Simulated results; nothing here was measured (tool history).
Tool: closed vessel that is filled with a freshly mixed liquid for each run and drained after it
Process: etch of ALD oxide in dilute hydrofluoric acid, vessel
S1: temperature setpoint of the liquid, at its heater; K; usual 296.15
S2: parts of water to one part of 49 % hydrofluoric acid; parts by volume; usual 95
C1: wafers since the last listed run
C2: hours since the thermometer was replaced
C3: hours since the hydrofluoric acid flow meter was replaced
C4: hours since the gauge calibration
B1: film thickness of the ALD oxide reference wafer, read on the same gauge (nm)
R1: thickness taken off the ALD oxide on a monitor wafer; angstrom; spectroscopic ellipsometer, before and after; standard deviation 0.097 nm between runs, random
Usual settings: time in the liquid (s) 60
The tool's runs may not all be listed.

{"run": 1, "hour": 0.0, "S1": 296.15, "S2": 120, "time in the liquid (s)": 60, "C1": 0, "C2": 346.8, "C3": 887.7, "C4": 270.2, "B1": 60.01, "R1": 97.4}
{"run": 2, "hour": 26.5, "S1": 296.15, "S2": 120, "time in the liquid (s)": 60, "C1": 4019, "C2": 373.3, "C3": 914.2, "C4": 296.7, "B1": 59.98, "R1": 95.6}
{"run": 3, "hour": 44.2, "S1": 296.15, "S2": 95, "time in the liquid (s)": 60, "C1": 2684, "C2": 391.0, "C3": 931.9, "C4": 314.4, "B1": 59.98, "R1": 124.3}
{"run": 4, "hour": 60.9, "S1": 296.15, "S2": 95, "time in the liquid (s)": 60, "C1": 2533, "C2": 407.7, "C3": 948.6, "C4": 331.1, "B1": 60.05, "R1": 125.2}
{"run": 5, "hour": 79.2, "S1": 296.15, "S2": 95, "time in the liquid (s)": 60, "C1": 2776, "C2": 426.0, "C3": 966.9, "C4": 349.4, "B1": 60.04, "R1": 124.3}
{"run": 6, "hour": 95.8, "S1": 296.15, "S2": 95, "time in the liquid (s)": 60, "C1": 2518, "C2": 442.6, "C3": 983.5, "C4": 366.0, "B1": 59.97, "R1": 124.7}
{"run": 7, "hour": 120.5, "S1": 296.15, "S2": 95, "time in the liquid (s)": 60, "C1": 3746, "C2": 467.3, "C3": 1008.2, "C4": 390.7, "B1": 59.94, "R1": 124.7}
{"run": 8, "hour": 156.4, "S1": 296.15, "S2": 95, "time in the liquid (s)": 60, "C1": 5445, "C2": 503.2, "C3": 1044.1, "C4": 426.6, "B1": 60.03, "R1": 123.7}
{"run": 9, "hour": 188.7, "S1": 296.15, "S2": 95, "time in the liquid (s)": 60, "C1": 4899, "C2": 535.5, "C3": 1076.4, "C4": 458.9, "B1": 59.97, "R1": 124.2}
{"run": 10, "hour": 219.3, "S1": 296.15, "S2": 65, "time in the liquid (s)": 60, "C1": 4641, "C2": 566.1, "C3": 1107.0, "C4": 489.5, "B1": 60.02, "R1": 187.6}
{"run": 11, "hour": 239.2, "S1": 296.15, "S2": 65, "time in the liquid (s)": 60, "C1": 3018, "C2": 586.0, "C3": 1126.9, "C4": 509.4, "B1": 60.0, "R1": 185.2}
{"run": 12, "hour": 264.1, "S1": 293.65, "S2": 105, "time in the liquid (s)": 60, "C1": 3777, "C2": 610.9, "C3": 1151.8, "C4": 534.3, "B1": 59.94, "R1": 99.0}
{"run": 13, "hour": 281.9, "S1": 293.65, "S2": 105, "time in the liquid (s)": 60, "C1": 2700, "C2": 628.7, "C3": 1169.6, "C4": 552.1, "B1": 60.01, "R1": 99.5}
{"run": 14, "hour": 302.4, "S1": 296.15, "S2": 95, "time in the liquid (s)": 80, "C1": 3109, "C2": 649.2, "C3": 1190.1, "C4": 572.6, "B1": 59.97, "R1": 163.2}
{"run": 15, "hour": 330.0, "S1": 296.15, "S2": 95, "time in the liquid (s)": 80, "C1": 4186, "C2": 676.8, "C3": 1217.7, "C4": 600.2, "B1": 60.0, "R1": 162.3}
{"run": 16, "hour": 364.9, "S1": 299.15, "S2": 140, "time in the liquid (s)": 45, "C1": 5294, "C2": 711.7, "C3": 1252.6, "C4": 635.1, "B1": 60.0, "R1": 65.4}
{"run": 17, "hour": 381.3, "S1": 296.15, "S2": 95, "time in the liquid (s)": 60, "C1": 2487, "C2": 728.1, "C3": 1269.0, "C4": 651.5, "B1": 59.98, "R1": 120.7}
{"hour": 395.3, "done": "gauge calibrated"}
{"run": 18, "hour": 395.7, "S1": 299.65, "S2": 95, "time in the liquid (s)": 85, "C1": 2184, "C2": 742.5, "C3": 1283.4, "C4": 0.4, "B1": 59.99, "R1": 196.2}
{"run": 19, "hour": 418.6, "S1": 292.15, "S2": 110, "time in the liquid (s)": 85, "C1": 3473, "C2": 765.4, "C3": 1306.3, "C4": 23.3, "B1": 59.96, "R1": 122.2}
{"hour": 432.0, "done": "thermometer replaced"}
{"run": 20, "hour": 446.2, "S1": 296.15, "S2": 95, "time in the liquid (s)": 60, "C1": 4035, "C2": 14.2, "C3": 1333.9, "C4": 50.9, "B1": 59.99, "R1": 120.8}
{"run": 21, "hour": 480.6, "S1": 296.15, "S2": 95, "time in the liquid (s)": 60, "C1": 5218, "C2": 48.6, "C3": 1368.3, "C4": 85.3, "B1": 59.99, "R1": 120.5}
{"run": 22, "hour": 493.3, "S1": 296.15, "S2": 120, "time in the liquid (s)": 60, "C1": 1926, "C2": 61.3, "C3": 1381.0, "C4": 98.0, "B1": 59.99, "R1": 91.2}
{"run": 23, "hour": 522.5, "S1": 294.65, "S2": 95, "time in the liquid (s)": 75, "C1": 4429, "C2": 90.5, "C3": 1410.2, "C4": 127.2, "B1": 60.05, "R1": 141.9}
{"run": 24, "hour": 538.9, "S1": 292.65, "S2": 75, "time in the liquid (s)": 90, "C1": 2487, "C2": 106.9, "C3": 1426.6, "C4": 143.6, "B1": 59.96, "R1": 200.4}
{"hour": 562.0, "done": "hydrofluoric acid flow meter replaced"}
{"run": 25, "hour": 573.5, "S1": 292.65, "S2": 75, "time in the liquid (s)": 90, "C1": 5096, "C2": 141.5, "C3": 11.5, "C4": 178.2, "B1": 60.0, "R1": 234.6}
{"run": 26, "hour": 607.9, "S1": 296.15, "S2": 95, "time in the liquid (s)": 60, "C1": 5218, "C2": 175.9, "C3": 45.9, "C4": 212.6, "B1": 59.97, "R1": 138.0}
{"run": 27, "hour": 633.5, "S1": 299.15, "S2": 45, "time in the liquid (s)": 40, "C1": 3883, "C2": 201.5, "C3": 71.5, "C4": 238.2, "B1": 60.03, "R1": 233.5}
{"run": 28, "hour": 650.1, "S1": 299.15, "S2": 65, "time in the liquid (s)": 60, "C1": 2518, "C2": 218.1, "C3": 88.1, "C4": 254.8, "B1": 60.04, "R1": 239.5}
{"run": 29, "hour": 662.3, "S1": 299.15, "S2": 80, "time in the liquid (s)": 85, "C1": 1850, "C2": 230.3, "C3": 100.3, "C4": 267.0, "B1": 59.98, "R1": 261.8}
{"run": 30, "hour": 690.6, "S1": 296.15, "S2": 130, "time in the liquid (s)": 60, "C1": 4292, "C2": 258.6, "C3": 128.6, "C4": 295.3, "B1": 59.97, "R1": 96.6}
{"run": 31, "hour": 714.9, "S1": 292.65, "S2": 95, "time in the liquid (s)": 30, "C1": 3686, "C2": 282.9, "C3": 152.9, "C4": 319.6, "B1": 60.0, "R1": 59.4}
{"run": 32, "hour": 740.6, "S1": 294.15, "S2": 95, "time in the liquid (s)": 85, "C1": 3898, "C2": 308.6, "C3": 178.6, "C4": 345.3, "B1": 59.97, "R1": 177.7}
{"run": 33, "hour": 761.6, "S1": 296.15, "S2": 95, "time in the liquid (s)": 60, "C1": 3185, "C2": 329.6, "C3": 199.6, "C4": 366.3, "B1": 60.02, "R1": 136.7}
{"run": 34, "hour": 776.1, "S1": 296.15, "S2": 135, "time in the liquid (s)": 60, "C1": 2199, "C2": 344.1, "C3": 214.1, "C4": 380.8, "B1": 60.0, "R1": 89.6}
{"run": 35, "hour": 800.6, "S1": 296.15, "S2": 95, "time in the liquid (s)": 60, "C1": 3716, "C2": 368.6, "C3": 238.6, "C4": 405.3, "B1": 59.99, "R1": 135.7}

Same runs, no hidden state in the tool, same run-to-run variation:
What the log doesn't record here: liquid colder than its thermometer reads (K); hydrofluoric acid flow below the setpoint (%); gauge reads high (%).
run=1 R1=107.7
run=2 R1=106.1
run=3 R1=137.9
run=4 R1=139.0
run=5 R1=138.3
run=6 R1=139.0
run=7 R1=139.4
run=8 R1=138.7
run=9 R1=139.8
run=10 R1=211.0
run=11 R1=208.7
run=12 R1=112.3
run=13 R1=113.0
run=14 R1=185.7
run=15 R1=185.3
run=16 R1=75.5
run=17 R1=138.6
run=18 R1=225.7
run=19 R1=140.8
run=20 R1=139.6
run=21 R1=139.7
run=22 R1=106.2
run=23 R1=165.1
run=24 R1=232.9
run=25 R1=235.3
run=26 R1=138.9
run=27 R1=235.4
run=28 R1=241.8
run=29 R1=264.7
run=30 R1=98.0
run=31 R1=60.3
run=32 R1=181.0
run=33 R1=139.5
run=34 R1=91.7
run=35 R1=139.0
